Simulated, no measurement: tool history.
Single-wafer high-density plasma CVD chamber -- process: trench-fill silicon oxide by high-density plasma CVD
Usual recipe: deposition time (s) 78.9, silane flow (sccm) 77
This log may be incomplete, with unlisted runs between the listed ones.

run,hour,deposition time (s),silane flow (sccm),wafers since the last listed run,hours since the silane flow controller was replaced,hours since the gauge calibration,"read-back reference wafer on the same gauge, thickness_nm",mean film thickness on the monitor wafer (nm)
1,0.0,78.9,77,0,2736.1,1043.3,499.327,592.036
2,57.7,78.9,77,1256,2793.8,1101.0,499.506,590.237
3,115.7,78.9,66,1262,2851.8,1159.0,499.073,508.704
4,359.6,78.9,81,5310,3095.7,1402.9,499.518,625.263
5,438.7,78.9,77,1722,3174.8,1482.0,498.878,594.734
6,507.5,78.9,77,1497,3243.6,1550.8,498.180,595.968
7,591.1,78.9,77,1820,3327.2,1634.4,499.063,597.627
# hour 622.6: gauge calibrated
8,677.0,78.9,73,1870,3413.1,54.4,499.272,565.138
9,784.4,78.9,73,2338,3520.5,161.8,498.507,567.759
10,884.4,78.9,77,2177,3620.5,261.8,499.229,597.242
11,991.7,78.9,64,2336,3727.8,369.1,498.927,498.763
12,1062.7,78.9,66,1545,3798.8,440.1,499.609,514.338
13,1137.8,69.9,91,1635,3873.9,515.2,498.789,623.461
14,1208.9,89.3,69,1548,3945.0,586.3,499.363,608.685
# hour 1227.0: silane flow controller replaced
15,1283.8,78.9,77,1456,56.8,661.2,498.981,571.209
16,1363.3,90.1,69,1730,136.3,740.7,499.257,587.268
17,1454.9,78.9,77,1994,227.9,832.3,498.998,571.768
18,1546.0,78.9,88,1983,319.0,923.4,498.854,651.274
19,1650.4,83.4,92,2273,423.4,1027.8,498.785,723.949
20,1693.4,73.7,92,936,466.4,1070.8,498.823,640.308

Difference, measured minus no-hidden-state, one row per run. Run-to-run variation is common to both terms; the gauge's own scatter need not be:
Hidden state present: delivered silane flow above the setpoint (%); gauge reads high (%).
run,mean film thickness on the monitor wafer (nm)
1,+21.305
2,+21.648
3,+19.011
4,+25.186
5,+24.515
6,+25.052
7,+25.712
8,+24.888
9,+25.722
10,+27.759
11,+23.810
12,+24.980
13,+30.827
14,+30.600
15,+1.494
16,+2.135
17,+2.749
18,+3.889
19,+5.286
20,+5.025

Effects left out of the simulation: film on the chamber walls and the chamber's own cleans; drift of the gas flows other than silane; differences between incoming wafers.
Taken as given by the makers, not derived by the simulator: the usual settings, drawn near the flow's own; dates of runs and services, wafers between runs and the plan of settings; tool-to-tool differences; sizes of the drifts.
